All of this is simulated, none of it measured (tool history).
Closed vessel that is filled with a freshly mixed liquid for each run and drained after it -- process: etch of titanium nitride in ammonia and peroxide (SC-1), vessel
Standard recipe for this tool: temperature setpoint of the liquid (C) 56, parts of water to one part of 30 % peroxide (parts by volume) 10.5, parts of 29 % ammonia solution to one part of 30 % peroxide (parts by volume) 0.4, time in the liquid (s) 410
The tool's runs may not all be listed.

| run | hour | temperature setpoint of the liquid (C) | parts of water to one part of 30 % peroxide (parts by volume) | parts of 29 % ammonia solution to one part of 30 % peroxide (parts by volume) | time in the liquid (s) | read-back film thickness of the titanium nitride reference wafer, read on the same gauge (nm) | thickness taken off the titanium nitride on a monitor wafer (angstrom) |
|---|---|---|---|---|---|---|---|
| 1 | 0 | 56 | 10.5 | 0.4 | 410 | 89.99 | 556.5 |
|  | 80.6 | new drum of ammonia solution connected |
| 2 | 87.3 | 56 | 10.5 | 0.4 | 410 | 90 | 563.7 |
| 3 | 165.7 | 56 | 10.5 | 0.4 | 410 | 90.02 | 562.2 |
|  | 293.1 | gauge calibrated |
| 4 | 293.4 | 56 | 10.5 | 0.4 | 410 | 90.01 | 564.8 |
| 5 | 344.8 | 56 | 10.5 | 0.4 | 410 | 89.99 | 570.5 |
|  | 351 | thermometer replaced |
|  | 390.7 | ammonia flow meter replaced |
| 6 | 391.2 | 56 | 10.5 | 0.4 | 410 | 89.97 | 470.7 |
|  | 432.1 | new drum of ammonia solution connected |
| 7 | 456.1 | 56 | 10.5 | 0.4 | 410 | 89.99 | 476.4 |
| 8 | 529.2 | 60 | 15 | 0.6 | 650 | 90 | 885.5 |
| 9 | 620.2 | 64.5 | 7.5 | 0.5 | 410 | 89.99 | 1034.6 |
| 10 | 670.1 | 62 | 10.5 | 0.45 | 410 | 89.99 | 729.7 |
|  | 715.2 | gauge calibrated |
|  | 720 | new drum of ammonia solution connected |
| 11 | 755.2 | 56 | 10.5 | 0.4 | 410 | 90 | 489.5 |
| 12 | 827.8 | 56 | 10.5 | 0.4 | 410 | 90 | 489.2 |
| 13 | 864.2 | 47.5 | 8 | 0.3 | 525 | 90.01 | 383.4 |
| 14 | 923.3 | 63.5 | 10.5 | 0.6 | 625 | 90.01 | 1307.2 |

Each row is a separate what-if for the run after 14, all from the same tool condition, not one after another. Results?
| A | 924.1 | 58.5 | 10.5 | 0.4 | 410 | ? | ? |
| B | 924.1 | 56 | 9 | 0.5 | 410 | ? | ? |
| C | 924.1 | 59.5 | 15.5 | 0.4 | 255 | ? | ? |
| D | 924.1 | 56 | 10.5 | 0.4 | 290 | ? | ? |
| E | 924.1 | 53 | 13 | 0.4 | 410 | ? | ? |

| run | read-back film thickness of the titanium nitride reference wafer, read on the same gauge (nm) | thickness taken off the titanium nitride on a monitor wafer (angstrom) |
|---|---|---|
| A | 89.99 | 582.7 |
| B | 89.99 | 556.5 |
| C | 89.99 | 313.5 |
| D | 89.99 | 349.2 |
| E | 89.99 | 359.7 |
Without the tool's unlogged condition, the same runs would have read:
| run | thickness taken off the titanium nitride on a monitor wafer (angstrom) |
|---|---|
| A | 546.9 |
| B | 521.8 |
| C | 294.4 |
| D | 327.5 |
| E | 336.9 |
